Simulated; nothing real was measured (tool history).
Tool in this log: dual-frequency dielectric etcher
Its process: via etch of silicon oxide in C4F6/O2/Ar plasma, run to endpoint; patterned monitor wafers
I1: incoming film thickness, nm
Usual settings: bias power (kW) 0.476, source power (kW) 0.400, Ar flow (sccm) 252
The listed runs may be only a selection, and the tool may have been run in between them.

run 1 hour=0.0 | bias_power_(kW)=0.476 source_power_(kW)=0.400 Ar_flow_(sccm)=274 | I1=184.0 | endpoint_time_(s)=40.4
run 2 hour=12.6 | bias_power_(kW)=0.476 source_power_(kW)=0.400 Ar_flow_(sccm)=274 | I1=183.6 | endpoint_time_(s)=40.2
run 3 hour=48.3 | bias_power_(kW)=0.476 source_power_(kW)=0.400 Ar_flow_(sccm)=274 | I1=186.4 | endpoint_time_(s)=40.6
run 4 hour=69.9 | bias_power_(kW)=0.476 source_power_(kW)=0.400 Ar_flow_(sccm)=252 | I1=183.4 | endpoint_time_(s)=39.9
run 5 hour=103.4 | bias_power_(kW)=0.476 source_power_(kW)=0.340 Ar_flow_(sccm)=286 | I1=182.0 | endpoint_time_(s)=43.0
run 6 hour=133.0 | bias_power_(kW)=0.476 source_power_(kW)=0.340 Ar_flow_(sccm)=286 | I1=183.6 | endpoint_time_(s)=44.1
run 7 hour=168.3 | bias_power_(kW)=0.476 source_power_(kW)=0.400 Ar_flow_(sccm)=252 | I1=183.1 | endpoint_time_(s)=38.8
run 8 hour=199.7 | bias_power_(kW)=0.476 source_power_(kW)=0.400 Ar_flow_(sccm)=252 | I1=184.0 | endpoint_time_(s)=39.6
run 9 hour=214.6 | bias_power_(kW)=0.476 source_power_(kW)=0.400 Ar_flow_(sccm)=252 | I1=184.4 | endpoint_time_(s)=39.5
run 10 hour=236.8 | bias_power_(kW)=0.476 source_power_(kW)=0.400 Ar_flow_(sccm)=252 | I1=186.7 | endpoint_time_(s)=39.7
run 11 hour=255.6 | bias_power_(kW)=0.476 source_power_(kW)=0.400 Ar_flow_(sccm)=252 | I1=182.7 | endpoint_time_(s)=39.3
run 12 hour=278.5 | bias_power_(kW)=0.428 source_power_(kW)=0.400 Ar_flow_(sccm)=272 | I1=185.5 | endpoint_time_(s)=41.1
run 13 hour=291.0 | bias_power_(kW)=0.446 source_power_(kW)=0.490 Ar_flow_(sccm)=208 | I1=184.8 | endpoint_time_(s)=35.6
-- hour=317.6 upper electrode replaced
run 14 hour=318.1 | bias_power_(kW)=0.406 source_power_(kW)=0.320 Ar_flow_(sccm)=252 | I1=185.6 | endpoint_time_(s)=47.3
run 15 hour=350.5 | bias_power_(kW)=0.374 source_power_(kW)=0.430 Ar_flow_(sccm)=281 | I1=184.1 | endpoint_time_(s)=41.6
-- hour=386.5 wet clean of the chamber
run 16 hour=387.0 | bias_power_(kW)=0.476 source_power_(kW)=0.400 Ar_flow_(sccm)=252 | I1=183.6 | endpoint_time_(s)=41.0
run 17 hour=399.0 | bias_power_(kW)=0.527 source_power_(kW)=0.400 Ar_flow_(sccm)=195 | I1=184.5 | endpoint_time_(s)=38.3
-- hour=431.3 Ar flow controller replaced
run 18 hour=431.8 | bias_power_(kW)=0.387 source_power_(kW)=0.470 Ar_flow_(sccm)=272 | I1=184.8 | endpoint_time_(s)=40.3
run 19 hour=452.5 | bias_power_(kW)=0.476 source_power_(kW)=0.400 Ar_flow_(sccm)=252 | I1=184.1 | endpoint_time_(s)=40.1
-- hour=465.5 bias power generator calibrated
run 20 hour=473.9 | bias_power_(kW)=0.476 source_power_(kW)=0.450 Ar_flow_(sccm)=252 | I1=184.2 | endpoint_time_(s)=37.3
-- hour=478.8 source power generator calibrated
run 21 hour=501.9 | bias_power_(kW)=0.476 source_power_(kW)=0.400 Ar_flow_(sccm)=207 | I1=184.5 | endpoint_time_(s)=40.0
run 22 hour=536.8 | bias_power_(kW)=0.371 source_power_(kW)=0.400 Ar_flow_(sccm)=271 | I1=185.8 | endpoint_time_(s)=44.9
run 23 hour=567.3 | bias_power_(kW)=0.476 source_power_(kW)=0.400 Ar_flow_(sccm)=252 | I1=184.0 | endpoint_time_(s)=40.2
run 24 hour=600.6 | bias_power_(kW)=0.476 source_power_(kW)=0.400 Ar_flow_(sccm)=252 | I1=183.4 | endpoint_time_(s)=40.3
run 25 hour=621.1 | bias_power_(kW)=0.558 source_power_(kW)=0.400 Ar_flow_(sccm)=212 | I1=183.8 | endpoint_time_(s)=37.3
run 26 hour=636.3 | bias_power_(kW)=0.369 source_power_(kW)=0.440 Ar_flow_(sccm)=286 | I1=183.7 | endpoint_time_(s)=41.9
run 27 hour=664.9 | bias_power_(kW)=0.517 source_power_(kW)=0.300 Ar_flow_(sccm)=270 | I1=183.3 | endpoint_time_(s)=45.6
run 28 hour=682.4 | bias_power_(kW)=0.522 source_power_(kW)=0.480 Ar_flow_(sccm)=252 | I1=184.4 | endpoint_time_(s)=35.0
run 29 hour=717.3 | bias_power_(kW)=0.476 source_power_(kW)=0.400 Ar_flow_(sccm)=252 | I1=183.5 | endpoint_time_(s)=38.8
run 30 hour=738.1 | bias_power_(kW)=0.587 source_power_(kW)=0.400 Ar_flow_(sccm)=252 | I1=184.4 | endpoint_time_(s)=36.5

Measured result minus the same run's result without the hidden state. Both carry the same run-to-run variation, though not necessarily the same gauge scatter:
Hidden conditions of the tool in this case: etch rate over this chamber's usual, %; bias power that arrives over what is set, %; source power that arrives over what is set, %; Ar flow that arrives over what is set, %.
run=1 endpoint_time_(s)=-0.7
run=2 endpoint_time_(s)=-0.8
run=3 endpoint_time_(s)=-0.9
run=4 endpoint_time_(s)=-0.9
run=5 endpoint_time_(s)=-1.1
run=6 endpoint_time_(s)=-1.3
run=7 endpoint_time_(s)=-1.3
run=8 endpoint_time_(s)=-1.4
run=9 endpoint_time_(s)=-1.4
run=10 endpoint_time_(s)=-1.5
run=11 endpoint_time_(s)=-1.6
run=12 endpoint_time_(s)=-1.7
run=13 endpoint_time_(s)=-1.6
run=14 endpoint_time_(s)=-2.2
run=15 endpoint_time_(s)=-2.1
run=16 endpoint_time_(s)=-0.1
run=17 endpoint_time_(s)=-0.1
run=18 endpoint_time_(s)=-0.2
run=19 endpoint_time_(s)=-0.3
run=20 endpoint_time_(s)=-0.4
run=21 endpoint_time_(s)=-0.5
run=22 endpoint_time_(s)=-0.6
run=23 endpoint_time_(s)=-0.7
run=24 endpoint_time_(s)=-0.8
run=25 endpoint_time_(s)=-0.9
run=26 endpoint_time_(s)=-1.0
run=27 endpoint_time_(s)=-1.2
run=28 endpoint_time_(s)=-1.0
run=29 endpoint_time_(s)=-1.2
run=30 endpoint_time_(s)=-1.2
